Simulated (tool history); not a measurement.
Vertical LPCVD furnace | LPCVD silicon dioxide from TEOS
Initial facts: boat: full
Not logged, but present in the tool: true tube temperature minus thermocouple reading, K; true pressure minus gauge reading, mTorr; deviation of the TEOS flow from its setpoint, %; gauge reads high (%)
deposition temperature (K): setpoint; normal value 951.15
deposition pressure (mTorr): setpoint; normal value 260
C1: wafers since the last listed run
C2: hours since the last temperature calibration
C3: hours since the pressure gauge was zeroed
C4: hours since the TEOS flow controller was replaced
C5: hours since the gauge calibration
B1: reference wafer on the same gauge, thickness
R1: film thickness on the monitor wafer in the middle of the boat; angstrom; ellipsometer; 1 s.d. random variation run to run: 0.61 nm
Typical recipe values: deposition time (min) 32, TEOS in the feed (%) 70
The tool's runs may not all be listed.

Run 1, day 0: usual settings; C1 0; C2 3030.1; C3 3394.2; C4 4314.2; C5 742.6; B1 133.88. Result: R1 1295 angstrom.
Run 2, day 3.283: usual settings; C1 1312; C2 3108.9; C3 3473; C4 4393; C5 821.4; B1 133.99. Result: R1 1289.6 angstrom.
Run 3, day 7.229: usual settings but deposition time (min) 38, TEOS in the feed (%) 73; C1 1576; C2 3203.6; C3 3567.7; C4 4487.7; C5 916.1; B1 133.86. Result: R1 1542.5 angstrom.
Run 4, day 9.221: usual settings but deposition time (min) 38, TEOS in the feed (%) 73; C1 795; C2 3251.4; C3 3615.5; C4 4535.5; C5 963.9; B1 133.74. Result: R1 1554.5 angstrom.
Run 5, day 10.838: usual settings but deposition time (min) 38, TEOS in the feed (%) 73; C1 646; C2 3290.2; C3 3654.3; C4 4574.3; C5 1002.7; B1 134.01. Result: R1 1555.8 angstrom.
Run 6, day 14.421: usual settings; C1 1431; C2 3376.2; C3 3740.3; C4 4660.3; C5 1088.7; B1 133.71. Result: R1 1296.3 angstrom.
Run 7, day 18.342: usual settings but TEOS in the feed (%) 79; C1 1566; C2 3470.3; C3 3834.4; C4 4754.4; C5 1182.8; B1 134.12. Result: R1 1381.3 angstrom.
Run 8, day 22.558: usual settings but TEOS in the feed (%) 79; C1 1684; C2 3571.5; C3 3935.6; C4 4855.6; C5 1284; B1 134.28. Result: R1 1383.5 angstrom.
Run 9, day 24.779: usual settings; C1 887; C2 3624.8; C3 3988.9; C4 4908.9; C5 1337.3; B1 133.92. Result: R1 1292.5 angstrom.
Run 10, day 28.708: usual settings; C1 1570; C2 3719.1; C3 4083.2; C4 5003.2; C5 1431.6; B1 134.3. Result: R1 1295.3 angstrom.
At day 29.492: gauge calibrated.
At day 30.996: pressure gauge zeroed.
Run 11, day 31.017: usual settings; C1 522; C2 3774.5; C3 0.5; C4 5058.6; C5 36.6; B1 133.88. Result: R1 1311 angstrom.
Run 12, day 32.088: usual settings but deposition temperature (K) 948.15, deposition pressure (mTorr) 210, deposition time (min) 35.5, TEOS in the feed (%) 79; C1 427; C2 3800.2; C3 26.2; C4 5084.3; C5 62.3; B1 134.16. Result: R1 1284.7 angstrom.
Run 13, day 33.738: usual settings but deposition temperature (K) 948.15, deposition pressure (mTorr) 320, deposition time (min) 22, TEOS in the feed (%) 60; C1 659; C2 3839.8; C3 65.8; C4 5123.9; C5 101.9; B1 134.27. Result: R1 859.5 angstrom.
Run 14, day 35.925: usual settings; C1 874; C2 3892.3; C3 118.3; C4 5176.4; C5 154.4; B1 133.95. Result: R1 1304.5 angstrom.
Run 15, day 38.975: usual settings but deposition temperature (K) 957.15, deposition pressure (mTorr) 310, deposition time (min) 38; C1 1218; C2 3965.5; C3 191.5; C4 5249.6; C5 227.6; B1 134.33. Result: R1 1956.9 angstrom.
At day 41.562: thermocouples replaced and temperature profile calibrated.
At day 42.254: TEOS flow controller replaced.
Run 16, day 42.338: usual settings but deposition pressure (mTorr) 215; C1 666; C2 18.6; C3 272.2; C4 2; C5 308.3; B1 133.95. Result: R1 1079.5 angstrom.
Run 17, day 44.817: usual settings but deposition temperature (K) 942.15, deposition pressure (mTorr) 325; C1 990; C2 78.1; C3 331.7; C4 61.5; C5 367.8; B1 133.69. Result: R1 1070.9 angstrom.
Run 18, day 48.388: usual settings but deposition temperature (K) 947.15, deposition time (min) 44.5; C1 1426; C2 163.8; C3 417.4; C4 147.2; C5 453.5; B1 134.01. Result: R1 1503.9 angstrom.
Run 19, day 50.621: usual settings but deposition pressure (mTorr) 230; C1 892; C2 217.4; C3 471; C4 200.8; C5 507.1; B1 134.29. Result: R1 1127.8 angstrom.
Run 20, day 53.35: usual settings but deposition pressure (mTorr) 215, deposition time (min) 27, TEOS in the feed (%) 61; C1 1090; C2 282.9; C3 536.5; C4 266.3; C5 572.6; B1 133.76. Result: R1 853.6 angstrom.
Run 21, day 57.4: usual settings but deposition temperature (K) 947.15, deposition pressure (mTorr) 220, deposition time (min) 19.5, TEOS in the feed (%) 74; C1 1618; C2 380.1; C3 633.7; C4 363.5; C5 669.8; B1 133.81. Result: R1 633.8 angstrom.

Here are 4 independent what-if runs from the current tool condition. What would each one return?
Run A, day 57.6: usual settings; C1 79; C2 384.9; C3 638.5; C4 368.3; C5 674.6; B1 ?. Result: R1 ?.
Run B, day 57.6: usual settings but deposition pressure (mTorr) 220; C1 79; C2 384.9; C3 638.5; C4 368.3; C5 674.6; B1 ?. Result: R1 ?.
Run C, day 57.6: usual settings but deposition temperature (K) 955.15, deposition pressure (mTorr) 300, deposition time (min) 27.5; C1 79; C2 384.9; C3 638.5; C4 368.3; C5 674.6; B1 ?. Result: R1 ?.
Run D, day 57.6: usual settings but deposition pressure (mTorr) 280, TEOS in the feed (%) 75; C1 79; C2 384.9; C3 638.5; C4 368.3; C5 674.6; B1 ?. Result: R1 ?.

run      B1      R1
  A  134.11  1198.7
  B  134.11  1102.6
  C  134.11  1219.1
  D  134.11  1287.6
With no hidden state in the tool, these same runs would have given:
run      R1
  A  1183.5
  B  1088.6
  C  1203.8
  D  1271.2
